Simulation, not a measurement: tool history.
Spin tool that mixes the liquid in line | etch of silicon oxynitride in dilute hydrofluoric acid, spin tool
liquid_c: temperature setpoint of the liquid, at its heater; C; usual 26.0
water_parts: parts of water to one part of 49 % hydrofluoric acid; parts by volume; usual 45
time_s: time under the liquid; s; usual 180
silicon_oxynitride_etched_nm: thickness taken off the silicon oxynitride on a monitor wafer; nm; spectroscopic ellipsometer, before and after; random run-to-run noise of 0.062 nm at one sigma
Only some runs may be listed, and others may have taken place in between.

run    hour  liquid_c  water_parts  time_s  read-back film thickness of the silicon oxynitride reference wafer, read on the same gauge (nm)  silicon_oxynitride_etched_nm
  1     0.0      26.0           45     180                                                                                           129.99                          6.76
  2    91.9      26.0           45     260                                                                                           129.99                          9.91
  3   140.9      26.0           45     260                                                                                           130.00                          9.62
  4   197.7      23.0           45     180                                                                                           130.00                          5.83
  5   279.5      23.0           45     180                                                                                           130.01                          5.83
  6   378.5      24.0           50     180                                                                                           130.02                          5.54
  7   446.2      24.0           50     180                                                                                           130.04                          5.46
  8   535.8      24.0           50     180                                                                                           129.98                          5.59
  9   628.0      26.0           45     180                                                                                           130.01                          6.67
 10   695.1      26.0           45     180                                                                                           130.04                          6.85
      712.3  -- hydrofluoric acid flow meter replaced
 11   744.0      26.0           45     180                                                                                           130.02                          6.75
 12   784.0      26.0           45     180                                                                                           129.99                          6.74
      813.4  -- gauge calibrated
      819.5  -- thermometer replaced
 13   885.5      26.0           45     180                                                                                           130.02                          6.76
 14   955.0      24.5           45     180                                                                                           130.04                          6.26
 15  1049.5      26.0           45     180                                                                                           130.00                          6.79
 16  1140.4      26.0           45     180                                                                                           129.99                          6.74
 17  1194.3      26.0           40     180                                                                                           130.01                          7.62
 18  1276.2      26.0           45     180                                                                                           130.02                          6.87
 19  1314.8      26.0           45     180                                                                                           129.99                          6.75
 20  1393.5      26.0           45     120                                                                                           130.01                          4.49
 21  1446.2      24.0           60     180                                                                                           130.02                          4.50

Expected results for the next run?
 22  1490.4      22.5           35     210                                                                                                ?                             ?

{"run 22": {"read-back film thickness of the silicon oxynitride reference wafer, read on the same gauge (nm)": 130.01, "silicon_oxynitride_etched_nm": 8.6}}
With no hidden state in the tool, this same run would have given silicon_oxynitride_etched_nm 8.60 nm.

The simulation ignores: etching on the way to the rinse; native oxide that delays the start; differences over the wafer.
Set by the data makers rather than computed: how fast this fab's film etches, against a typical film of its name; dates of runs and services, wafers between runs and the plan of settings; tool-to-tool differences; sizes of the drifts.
